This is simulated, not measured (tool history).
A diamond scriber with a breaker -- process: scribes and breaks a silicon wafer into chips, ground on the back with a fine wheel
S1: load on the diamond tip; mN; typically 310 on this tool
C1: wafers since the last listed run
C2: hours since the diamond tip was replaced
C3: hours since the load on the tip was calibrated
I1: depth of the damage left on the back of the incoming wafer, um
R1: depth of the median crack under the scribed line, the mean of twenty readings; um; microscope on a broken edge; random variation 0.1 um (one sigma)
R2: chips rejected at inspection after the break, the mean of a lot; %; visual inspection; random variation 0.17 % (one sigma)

{"run": 1, "hour": 0.0, "S1": 310, "C1": 0, "C2": 413.8, "C3": 960.5, "I1": 2.4, "R1": 8.84, "R2": 3.3}
{"run": 2, "hour": 49.1, "S1": 310, "C1": 83, "C2": 462.9, "C3": 1009.6, "I1": 1.67, "R1": 8.74, "R2": 2.41}
{"run": 3, "hour": 78.6, "S1": 382, "C1": 49, "C2": 492.4, "C3": 1039.1, "I1": 2.69, "R1": 10.1, "R2": 7.12}
{"hour": 136.8, "done": "diamond tip replaced by a new one"}
{"run": 4, "hour": 137.3, "S1": 310, "C1": 95, "C2": 0.5, "C3": 1097.8, "I1": 2.68, "R1": 8.99, "R2": 4.29}
{"run": 5, "hour": 198.3, "S1": 310, "C1": 103, "C2": 61.5, "C3": 1158.8, "I1": 1.63, "R1": 9.0, "R2": 2.55}
{"run": 6, "hour": 241.3, "S1": 310, "C1": 72, "C2": 104.5, "C3": 1201.8, "I1": 1.87, "R1": 8.8, "R2": 2.71}
{"run": 7, "hour": 298.2, "S1": 310, "C1": 96, "C2": 161.4, "C3": 1258.7, "I1": 2.76, "R1": 9.04, "R2": 4.71}
{"run": 8, "hour": 360.7, "S1": 310, "C1": 105, "C2": 223.9, "C3": 1321.2, "I1": 2.53, "R1": 8.88, "R2": 3.89}
{"run": 9, "hour": 429.1, "S1": 247, "C1": 115, "C2": 292.3, "C3": 1389.6, "I1": 2.16, "R1": 7.92, "R2": 3.18}
{"run": 10, "hour": 459.7, "S1": 247, "C1": 51, "C2": 322.9, "C3": 1420.2, "I1": 2.2, "R1": 7.91, "R2": 3.23}
{"run": 11, "hour": 499.0, "S1": 310, "C1": 66, "C2": 362.2, "C3": 1459.5, "I1": 1.87, "R1": 9.13, "R2": 3.64}
{"hour": 520.5, "done": "load on the tip recalibrated"}
{"run": 12, "hour": 551.3, "S1": 246, "C1": 85, "C2": 414.5, "C3": 30.8, "I1": 2.31, "R1": 7.32, "R2": 5.52}
{"run": 13, "hour": 621.5, "S1": 246, "C1": 118, "C2": 484.7, "C3": 101.0, "I1": 2.08, "R1": 7.34, "R2": 4.91}
{"run": 14, "hour": 664.5, "S1": 246, "C1": 72, "C2": 527.7, "C3": 144.0, "I1": 2.24, "R1": 7.37, "R2": 6.05}
{"run": 15, "hour": 714.0, "S1": 351, "C1": 83, "C2": 577.2, "C3": 193.5, "I1": 2.95, "R1": 9.17, "R2": 4.69}
{"run": 16, "hour": 772.2, "S1": 351, "C1": 98, "C2": 635.4, "C3": 251.7, "I1": 2.46, "R1": 8.93, "R2": 3.83}
{"hour": 814.4, "done": "diamond tip replaced by a new one"}
{"run": 17, "hour": 835.4, "S1": 387, "C1": 103, "C2": 21.0, "C3": 314.9, "I1": 2.39, "R1": 9.84, "R2": 5.03}
{"run": 18, "hour": 864.2, "S1": 310, "C1": 48, "C2": 49.8, "C3": 343.7, "I1": 2.21, "R1": 8.52, "R2": 2.94}

What does the tool deliver on the next run?
{"run": 19, "hour": 910.9, "S1": 357, "C1": 78, "C2": 96.5, "C3": 390.4, "I1": 1.98, "R1": "?", "R2": "?"}

{"run 19": {"R1": 9.07, "R2": 3.39}}
With the hidden condition absent and the run-to-run variation left alone, this run would have shown R1 8.94 um, R2 3.12 %.

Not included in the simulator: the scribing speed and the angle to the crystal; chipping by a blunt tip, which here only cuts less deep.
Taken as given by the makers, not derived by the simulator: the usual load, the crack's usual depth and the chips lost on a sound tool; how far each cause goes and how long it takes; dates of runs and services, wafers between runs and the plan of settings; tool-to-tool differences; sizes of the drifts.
